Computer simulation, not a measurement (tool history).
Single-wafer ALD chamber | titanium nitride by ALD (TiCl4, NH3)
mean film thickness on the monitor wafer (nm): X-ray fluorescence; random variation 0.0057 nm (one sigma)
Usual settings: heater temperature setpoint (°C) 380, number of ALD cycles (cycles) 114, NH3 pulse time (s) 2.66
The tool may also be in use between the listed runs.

run,day,heater temperature setpoint (°C),number of ALD cycles (cycles),NH3 pulse time (s),wafers since the last listed run,hours since the last thermocouple change,hours since the showerhead was replaced,hours since the gauge calibration,"read-back reference wafer on the same gauge, thickness_nm",mean film thickness on the monitor wafer (nm)
1,0,380,114,2.66,0,1095,3848.5,1623.4,1.817,2.251
2,2.325,380,114,2.66,141,1150.8,3904.3,1679.2,1.816,2.245
3,4.5,380,114,2.66,132,1203,3956.5,1731.4,1.816,2.23
4,7.154,380,114,2.66,161,1266.7,4020.2,1795.1,1.816,2.243
5,9.892,380,114,2.66,166,1332.4,4085.9,1860.8,1.816,2.236
6,11.329,380,114,2.66,87,1366.9,4120.4,1895.3,1.817,2.235
7,13.938,390,114,2.39,158,1429.5,4183,1957.9,1.816,2.255
8,15.233,390,114,2.39,78,1460.6,4214.1,1989,1.816,2.249
9,18.138,390,114,2.39,176,1530.3,4283.8,2058.7,1.815,2.254
10,20.575,380,114,2.66,148,1588.8,4342.3,2117.2,1.815,2.234
11,22.267,380,114,2.66,102,1629.4,4382.9,2157.8,1.815,2.23
12,23.588,386,114,2.66,80,1661.1,4414.6,2189.5,1.815,2.244
13,26.017,380,114,2.66,147,1719.4,4472.9,2247.8,1.816,2.242
14,28.75,380,114,2.66,166,1785,4538.5,2313.4,1.816,2.239
15,30.638,380,114,2.66,114,1830.3,4583.8,2358.7,1.815,2.237
16,32.408,380,114,2.66,107,1872.8,4626.3,2401.2,1.814,2.235
17,35.292,380,114,2.66,175,1942,4695.5,2470.4,1.816,2.233
18,37.946,380,114,2.66,161,2005.7,4759.2,2534.1,1.815,2.226
19,40.742,380,114,2.66,169,2072.8,4826.3,2601.2,1.815,2.235
20,43.046,380,114,2.66,139,2128.1,4881.6,2656.5,1.814,2.228
21,45.846,380,114,2.66,170,2195.3,4948.8,2723.7,1.814,2.234
# day 48.808: gauge calibrated
22,48.812,370,93,2.02,180,2266.5,5020,0.1,1.838,1.783
# day 49.625: showerhead replaced
23,49.946,387,130,2.66,48,2293.7,7.7,27.3,1.836,2.605
# day 50.692: thermocouple changed; heater temperature recalibrated
24,52.062,380,114,2.66,108,32.9,58.5,78.1,1.836,2.257
25,54.617,386,128,3.13,155,94.2,119.8,139.4,1.835,2.577
26,57.517,373,128,3.01,176,163.8,189.4,209,1.833,2.532
27,58.575,380,114,2.66,64,189.2,214.8,234.4,1.83,2.246
28,61.571,380,114,2.98,181,261.1,286.7,306.3,1.829,2.26
29,63.471,380,114,2.66,115,306.7,332.3,351.9,1.83,2.256
30,67.808,380,114,2.66,263,410.8,436.4,456,1.828,2.246
31,70.367,375,93,3.6,155,472.2,497.8,517.4,1.826,1.858
32,71.942,369,135,2.66,95,510,535.6,555.2,1.826,2.625
33,74.742,380,114,2.66,170,577.2,602.8,622.4,1.826,2.251
34,76.133,380,97,2.66,84,610.6,636.2,655.8,1.825,1.909
35,78.488,380,93,2.66,142,667.1,692.7,712.3,1.825,1.829
36,80.796,390,114,3.62,140,722.5,748.1,767.7,1.825,2.299
37,82.612,380,95,2.66,110,766.1,791.7,811.3,1.823,1.873
38,88.812,369,114,2.66,376,914.9,940.5,960.1,1.821,2.216
39,90.192,380,114,2.66,83,948,973.6,993.2,1.821,2.241
40,91.821,380,114,2.66,98,987.1,1012.7,1032.3,1.821,2.251

Hidden state or all else? Some run-to-run changes of mean film thickness on the monitor wafer (nm), split into what the settings, what came in and random variation would give without the hidden state, and what is left for the hidden state (with any gauge scatter that isn't in both results):
The hidden state here: wafer temperature above the value expected at the setpoint (K); gauge reads high (%).
Run 21 -> 22: heater temperature setpoint (°C) 380 -> 370, number of ALD cycles (cycles) 114 -> 93, NH3 pulse time (s) 2.66 -> 2.02, gauge calibrated. mean film thickness on the monitor wafer (nm) -0.451: hidden state +0.029, all else -0.48.
Run 22 -> 23: heater temperature setpoint (°C) 370 -> 387, number of ALD cycles (cycles) 93 -> 130, NH3 pulse time (s) 2.02 -> 2.66, showerhead replaced. mean film thickness on the monitor wafer (nm) +0.822: hidden state -0.003, all else +0.825.
Run 31 -> 32: heater temperature setpoint (°C) 375 -> 369, number of ALD cycles (cycles) 93 -> 135, NH3 pulse time (s) 3.6 -> 2.66. mean film thickness on the monitor wafer (nm) +0.767: hidden state -0.006, all else +0.773.
Run 35 -> 36: heater temperature setpoint (°C) 380 -> 390, number of ALD cycles (cycles) 93 -> 114, NH3 pulse time (s) 2.66 -> 3.62. mean film thickness on the monitor wafer (nm) +0.47: hidden state -0.005, all else +0.475.
